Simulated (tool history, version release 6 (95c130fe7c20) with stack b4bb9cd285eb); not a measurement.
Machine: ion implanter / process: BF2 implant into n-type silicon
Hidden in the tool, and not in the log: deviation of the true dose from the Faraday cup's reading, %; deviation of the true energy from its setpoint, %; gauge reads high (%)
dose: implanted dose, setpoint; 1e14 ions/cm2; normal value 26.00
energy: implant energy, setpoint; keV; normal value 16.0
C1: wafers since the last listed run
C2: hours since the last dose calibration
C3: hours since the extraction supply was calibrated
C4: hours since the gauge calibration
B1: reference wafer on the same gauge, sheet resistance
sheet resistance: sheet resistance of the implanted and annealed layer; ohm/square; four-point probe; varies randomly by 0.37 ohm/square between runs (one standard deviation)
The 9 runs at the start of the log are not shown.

At hour 662.8: Faraday cup replaced and dose calibrated.
Run 10, hour 672.9: usual settings; C1 651; C2 10.1; C3 6211.8; C4 1406.3; B1 218.14. Result: sheet resistance 219.72 ohm/square.
Run 11, hour 713.7: usual settings; C1 438; C2 50.9; C3 6252.6; C4 1447.1; B1 218.10. Result: sheet resistance 219.65 ohm/square.
Run 12, hour 746.4: usual settings; C1 351; C2 83.6; C3 6285.3; C4 1479.8; B1 218.03. Result: sheet resistance 219.89 ohm/square.
Run 13, hour 796.7: usual settings; C1 541; C2 133.9; C3 6335.6; C4 1530.1; B1 217.93. Result: sheet resistance 219.82 ohm/square.
Run 14, hour 835.3: usual settings; C1 415; C2 172.5; C3 6374.2; C4 1568.7; B1 217.94. Result: sheet resistance 219.30 ohm/square.
Run 15, hour 899.4: usual settings but dose 22.48 1e14 ions/cm2; C1 689; C2 236.6; C3 6438.3; C4 1632.8; B1 218.03. Result: sheet resistance 223.47 ohm/square.
Run 16, hour 945.4: usual settings but dose 30.96 1e14 ions/cm2, energy 18.5 keV; C1 494; C2 282.6; C3 6484.3; C4 1678.8; B1 217.95. Result: sheet resistance 201.41 ohm/square.
Run 17, hour 991.5: usual settings but energy 13.5 keV; C1 495; C2 328.7; C3 6530.4; C4 1724.9; B1 217.94. Result: sheet resistance 238.09 ohm/square.
Run 18, hour 1015.5: usual settings; C1 258; C2 352.7; C3 6554.4; C4 1748.9; B1 218.09. Result: sheet resistance 219.84 ohm/square.
Run 19, hour 1063.4: usual settings but dose 33.20 1e14 ions/cm2, energy 13.0 keV; C1 515; C2 400.6; C3 6602.3; C4 1796.8; B1 218.07. Result: sheet resistance 235.80 ohm/square.
At hour 1068.4: gauge calibrated.
At hour 1090.6: extraction supply calibrated.
Run 20, hour 1091.1: usual settings but dose 30.54 1e14 ions/cm2, energy 13.0 keV; C1 211; C2 428.3; C3 0.5; C4 22.7; B1 218.01. Result: sheet resistance 241.89 ohm/square.
Run 21, hour 1138.5: usual settings but dose 20.63 1e14 ions/cm2, energy 20.0 keV; C1 509; C2 475.7; C3 47.9; C4 70.1; B1 217.91. Result: sheet resistance 205.46 ohm/square.
Run 22, hour 1170.1: usual settings but dose 29.18 1e14 ions/cm2, energy 12.0 keV; C1 339; C2 507.3; C3 79.5; C4 101.7; B1 217.95. Result: sheet resistance 250.41 ohm/square.

For run 23, what comes out?
Run 23, hour 1196.9: usual settings but dose 18.76 1e14 ions/cm2; C1 288; C2 534.1; C3 106.3; C4 128.5; B1 ?. Result: sheet resistance ?.

{"run 23": {"B1": 218.0, "sheet resistance": 231.39}}
With no hidden state in the tool, this same run would have given sheet resistance 232.09 ohm/square.

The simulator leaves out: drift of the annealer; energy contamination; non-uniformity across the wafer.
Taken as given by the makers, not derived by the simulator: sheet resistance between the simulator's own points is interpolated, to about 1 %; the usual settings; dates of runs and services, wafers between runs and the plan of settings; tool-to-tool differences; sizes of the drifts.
